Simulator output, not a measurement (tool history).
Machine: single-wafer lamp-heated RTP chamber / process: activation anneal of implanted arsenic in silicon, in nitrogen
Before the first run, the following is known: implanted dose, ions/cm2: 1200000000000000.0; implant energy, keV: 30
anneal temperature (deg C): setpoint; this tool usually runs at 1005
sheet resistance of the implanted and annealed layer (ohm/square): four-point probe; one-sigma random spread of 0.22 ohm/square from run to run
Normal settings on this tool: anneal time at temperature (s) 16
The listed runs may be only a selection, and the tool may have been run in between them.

run	hour	anneal temperature (deg C)	anneal time at temperature (s)	read-back reference wafer on the same gauge, sheet resistance	sheet resistance of the implanted and annealed layer (ohm/square)
1	0.0	1005	16	105.96	111.52
# hour 82.7: pyrometer window cleaned and pyrometer calibrated
2	83.2	1005	16	106.08	112.47
3	152.2	981	16	106.00	116.10
# hour 160.8: reflector plate cleaned
4	241.5	981	16	106.06	117.02
5	322.5	981	16	106.00	116.55
6	368.2	982	16	105.97	116.00
7	464.3	1005	16	105.95	112.17
8	502.8	1005	16	105.93	112.43
# hour 552.7: reflector plate cleaned
9	557.6	1005	16	105.95	112.76
10	655.1	1005	14	106.00	112.83
11	751.9	1005	21	106.13	109.33
12	798.2	1005	21	105.86	109.03
13	837.3	1005	21	106.04	109.24
# hour 892.9: pyrometer window cleaned and pyrometer calibrated
14	905.3	1005	16	105.95	112.04
# hour 964.9: reflector plate cleaned
15	965.7	987	8	105.91	122.56

Predict the results of run 16:
16	1061.4	1034	16	?	?

Run 16 yielded read-back reference wafer on the same gauge, sheet resistance 105.96, sheet resistance of the implanted and annealed layer (ohm/square) 108.75.
Were there no unlogged condition in the tool, this run, its random variation unchanged, would have produced sheet resistance of the implanted and annealed layer (ohm/square) 109.67.
